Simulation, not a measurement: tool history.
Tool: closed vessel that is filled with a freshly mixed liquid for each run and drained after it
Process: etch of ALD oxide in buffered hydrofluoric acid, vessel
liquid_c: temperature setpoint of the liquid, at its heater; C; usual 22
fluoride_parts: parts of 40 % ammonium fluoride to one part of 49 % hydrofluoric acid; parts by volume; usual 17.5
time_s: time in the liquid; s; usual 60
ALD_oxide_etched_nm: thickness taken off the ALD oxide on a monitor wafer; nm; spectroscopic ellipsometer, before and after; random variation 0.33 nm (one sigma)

| run | hour | liquid_c | fluoride_parts | time_s | read-back film thickness of the ALD oxide reference wafer, read on the same gauge (nm) | ALD_oxide_etched_nm |
|---|---|---|---|---|---|---|
| 1 | 0 | 22 | 17.5 | 60 | 90.01 | 100.76 |
| 2 | 35.8 | 22 | 17.5 | 60 | 89.97 | 100.28 |
| 3 | 62.7 | 22 | 17.5 | 60 | 89.99 | 100.42 |
| 4 | 88.5 | 18.5 | 17.5 | 50 | 89.99 | 68.57 |
| 5 | 105.6 | 18.5 | 17.5 | 50 | 89.96 | 68.35 |
| 6 | 136 | 18.5 | 17.5 | 50 | 90 | 68.04 |
| 7 | 170.6 | 22 | 17.5 | 60 | 89.99 | 103.6 |
| 8 | 236.5 | 22 | 17.5 | 60 | 89.98 | 102.88 |
| 9 | 251.9 | 25 | 14 | 60 | 89.99 | 150.42 |
| 10 | 267.2 | 22 | 17.5 | 60 | 89.99 | 102.36 |
| 11 | 284.9 | 22 | 17.5 | 60 | 90 | 102.27 |
| 12 | 320.3 | 22 | 17.5 | 60 | 90 | 101.93 |
| 13 | 343.1 | 22 | 17.5 | 60 | 90.02 | 101.68 |
| 14 | 368.3 | 22 | 20.5 | 60 | 89.97 | 88.61 |
| 15 | 382.1 | 20 | 19 | 60 | 90.01 | 83.49 |
| 16 | 406.5 | 20 | 19 | 60 | 89.99 | 84.16 |
| 17 | 431.1 | 19 | 21 | 60 | 89.97 | 72.86 |
| 18 | 466.5 | 22 | 22 | 45 | 89.96 | 62.75 |
| 19 | 523.1 | 17.5 | 12 | 85 | 90 | 160.95 |
| 20 | 558.6 | 17.5 | 12 | 85 | 89.97 | 160.2 |
| 21 | 590.3 | 22 | 10.5 | 60 | 89.99 | 164.93 |
| 22 | 625.2 | 19.5 | 20.5 | 45 | 90 | 56.89 |
| 23 | 645.5 | 22 | 17.5 | 60 | 89.98 | 99.75 |
| 24 | 665.5 | 22 | 17.5 | 80 | 90.01 | 133.13 |
| 25 | 696.3 | 22 | 17.5 | 60 | 90.01 | 103.05 |
| 26 | 730.6 | 22 | 13.5 | 60 | 90.02 | 132.53 |
| 27 | 760.2 | 22 | 17.5 | 60 | 90.02 | 102.14 |
| 28 | 781 | 22 | 10.5 | 60 | 89.99 | 168.11 |
| 29 | 814.2 | 26.5 | 14.5 | 35 | 90 | 91.92 |
| 30 | 839.4 | 22 | 17.5 | 60 | 90 | 102.63 |
| 31 | 870.1 | 18.5 | 17.5 | 60 | 90.02 | 83.7 |
| 32 | 892.2 | 22 | 17.5 | 60 | 89.99 | 101.21 |
| 33 | 909 | 26.5 | 12.5 | 40 | 89.97 | 120.87 |

Taken out of this log: 5 entries between the listed runs. Where each belongs, and how the hidden state differs across it:
Between runs 3 and 4: gauge calibrated (hour 65.3)
  hydrofluoric acid flow below the setpoint (%): 3.17 -> 3.34
  measured less the result without the state, ALD_oxide_etched_nm: -3.24 -> -2.34 nm
Between runs 6 and 7: hydrofluoric acid flow meter replaced (hour 166.5)
  hydrofluoric acid flow below the setpoint (%): 3.66 -> 0.257
  measured less the result without the state, ALD_oxide_etched_nm: -2.55 -> -0.26 nm
Between runs 20 and 21: thermometer replaced (hour 575.4)
  hydrofluoric acid flow below the setpoint (%): 2.82 -> 3.03
  measured less the result without the state, ALD_oxide_etched_nm: -4.55 -> -5.02 nm
Between runs 21 and 22: gauge calibrated (hour 617.9)
  hydrofluoric acid flow below the setpoint (%): 3.03 -> 3.26
  measured less the result without the state, ALD_oxide_etched_nm: -5.02 -> -1.32 nm
Between runs 24 and 25: hydrofluoric acid flow meter replaced (hour 668.3)
  hydrofluoric acid flow below the setpoint (%): 3.53 -> 0.433
  measured less the result without the state, ALD_oxide_etched_nm: -4.8 -> -0.44 nm

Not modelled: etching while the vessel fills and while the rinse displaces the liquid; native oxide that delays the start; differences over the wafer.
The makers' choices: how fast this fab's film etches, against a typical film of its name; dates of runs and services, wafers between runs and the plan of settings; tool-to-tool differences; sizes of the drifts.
